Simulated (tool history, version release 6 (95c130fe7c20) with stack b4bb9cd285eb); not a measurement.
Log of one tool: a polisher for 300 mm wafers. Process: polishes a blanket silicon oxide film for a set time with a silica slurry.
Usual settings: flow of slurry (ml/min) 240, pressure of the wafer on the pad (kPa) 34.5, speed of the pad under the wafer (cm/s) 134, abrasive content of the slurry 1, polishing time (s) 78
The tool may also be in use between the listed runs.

run	hour	flow of slurry (ml/min)	pressure of the wafer on the pad (kPa)	speed of the pad under the wafer (cm/s)	abrasive content of the slurry	polishing time (s)	incoming thickness of the incoming film, nm	film removed (Å)
1	0	240	34.5	134	0.8	78	1433.4	2625
2	9.2	240	40	134	1	78	1426.3	3653
3	24.5	240	40	134	1	78	1443.1	3588
4	32	240	40	134	1	78	1392.4	3511
# hour 40.6: worn pad replaced by a new one
5	44.2	240	34.5	134	1	78	1432.9	3103
6	54.7	240	34.5	134	1	78	1430.4	3018
7	61	240	34.5	112	1	78	1406.3	2741
# hour 66.9: slurry nozzle cleaned
8	73.9	240	34.5	134	1	78	1420.3	2937
9	89.8	240	34.5	134	1	78	1447.5	2944
10	102	240	34.5	134	1	78	1407.4	2881
# hour 115.5: worn pad replaced by a new one
11	116	190	34.5	134	1.3	78	1398.7	3288
# hour 118.4: slurry nozzle cleaned, repeated, since the last time left the tool worse
12	121.8	200	43.4	134	1	52	1401.4	2575
13	129.7	240	34.5	134	1	78	1398.8	3150
# hour 132.2: conditioning disc replaced and pad reconditioned
14	175.2	240	34.5	134	1	78	1407.1	3122
# hour 190: head pressure recalibrated
# hour 191: worn pad replaced by a new one
15	191.5	240	29	134	1	87	1429.9	3002
16	201.1	195	34.5	156	1	78	1429.2	3379
# hour 203.7: slurry blender recalibrated
17	216.6	240	42.1	178	1.15	78	1428.9	5188
18	226.3	240	42.1	134	1.15	78	1419.4	4201
19	238.8	240	34.5	120	1	100	1411.3	3744
20	252	240	42.1	172	1	78	1399	4681
21	262.2	240	34.5	134	1	78	1408.2	3107
# hour 270: worn pad replaced by a new one
22	279	310	30.3	168	1.25	78	1410.7	3863
23	291.6	290	46.2	134	1	60	1441.5	3303
24	298.8	240	34.5	134	0.85	100	1405.7	3619
25	315.9	240	34.5	154	0.75	78	1400.8	2865

What the log doesn't show, run by run:
removal rate lost through wear of the pad, %: 0 in every run
deviation of the head's pressure from its setpoint, %: 0 in every run
abrasive missing from the slurry, %: 0 in every run
time polished since the conditioner stopped cutting, s: 0 in every run
H1: slurry flow missing at the pad, %
run	H1
1	22.5
2	23.3
3	24.7
4	25.3
5	26.4
6	27.3
7	27.9
8	48.2
9	49.6
10	50.7
11	51.9
12	4.37
13	5.06
14	9.06
15	10.5
16	11.3
17	12.7
18	13.6
19	14.7
20	15.8
21	16.7
22	18.2
23	19.3
24	19.9
25	21.4

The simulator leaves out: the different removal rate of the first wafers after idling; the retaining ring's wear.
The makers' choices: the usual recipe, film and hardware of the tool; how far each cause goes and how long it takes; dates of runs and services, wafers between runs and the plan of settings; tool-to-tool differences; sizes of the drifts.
